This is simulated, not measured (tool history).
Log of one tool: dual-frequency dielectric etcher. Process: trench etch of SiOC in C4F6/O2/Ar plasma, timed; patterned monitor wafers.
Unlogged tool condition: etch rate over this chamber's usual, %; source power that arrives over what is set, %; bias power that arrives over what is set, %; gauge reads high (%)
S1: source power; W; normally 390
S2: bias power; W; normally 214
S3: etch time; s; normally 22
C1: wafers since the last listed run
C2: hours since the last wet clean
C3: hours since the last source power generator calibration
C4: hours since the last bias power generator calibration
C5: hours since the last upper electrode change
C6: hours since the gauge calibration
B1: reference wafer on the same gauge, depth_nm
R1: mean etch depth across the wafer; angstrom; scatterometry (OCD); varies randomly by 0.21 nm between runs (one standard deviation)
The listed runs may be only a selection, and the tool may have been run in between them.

run   hour   S1   S2    S3   C1     C2      C3      C4      C5     C6     B1     R1
  1      0  390  214    22    0  398.1  3438.5    2146  2438.3   11.1  43.92  481.5
  2   12.7  390  214    22  265  410.8  3451.2  2158.7    2451   23.8  44.03  480.3
  3   27.1  440  248    22  301  425.2  3465.6  2173.1  2465.4   38.2  43.93  541.2
  4   37.9  390  214    22  226    436  3476.4  2183.9  2476.2     49  43.96  482.7
  5   50.9  390  214    19  272    449  3489.4  2196.9  2489.2     62  43.93  414.3
      96.1  -- upper electrode replaced
  6   96.6  390  214    19  454  494.7  3535.1  2242.6     0.5  107.7  44.06  418.5
  7   96.9  390  214    19    6    495  3535.4  2242.9     0.8    108  44.08  420.7
  8   97.3  330  214    22    8  495.4  3535.8  2243.3     1.2  108.4  43.98  443.6
  9  106.7  330  214    22  196  504.8  3545.2  2252.7    10.6  117.8  43.97  447.3
 10  122.5  330  214    22  330  520.6    3561  2268.5    26.4  133.6  44.01  442.3
 11  135.5  390  214    26  272  533.6    3574  2281.5    39.4  146.6     44  574.5
 12    145  340  214    22  198  543.1  3583.5    2291    48.9  156.1  44.02  452.8
     157.7  -- bias power generator calibrated
 13  158.2  440  175    26  192  556.3  3596.7     0.5    62.1  169.3  44.07  567.9
     181.2  -- source power generator calibrated
     188.3  -- wet clean of the chamber
     188.5  -- gauge calibrated
 14  188.8  390  250  17.5  407    0.5     7.6    31.1    92.7    0.3  44.08  390.8
 15  189.2  390  214    22    8    0.9       8    31.5    93.1    0.7  44.07  459.7
 16  201.3  390  266    22  253     13    20.1    43.6   105.2   12.8  43.92  504.2
 17  216.2  390  214    22  312   27.9      35    58.5   120.1   27.7  44.01    466
 18  226.1  390  214    22  207   37.8    44.9    68.4     130   37.6  44.07  463.4
 19  239.8  390  189    22  286   51.5    58.6    82.1   143.7   51.3  44.02  443.9
 20  256.3  320  214    16  345     68    75.1    98.6   160.2   67.8  44.02  307.7
 21  266.5  480  234  25.5  213   78.2    85.3   108.8   170.4     78  43.95  618.9
 22  279.7  390  214    22  276   91.4    98.5     122   183.6   91.2  44.01  468.4

Here are 3 independent what-if runs from the current tool condition. What would each one return?
  A  280.1  390  168    22   8  91.8  98.9  122.4  184  91.6   ?   ?
  B  280.1  470  176  17.5   8  91.8  98.9  122.4  184  91.6   ?   ?
  C  280.1  350  214    22   8  91.8  98.9  122.4  184  91.6   ?   ?

run     B1     R1
  A  44.06  424.6
  B  44.06  377.1
  C  44.06    442
Take away the tool's hidden state, keep each run's random variation, and the runs would have read:
run     R1
  A  423.6
  B  376.2
  C  440.9
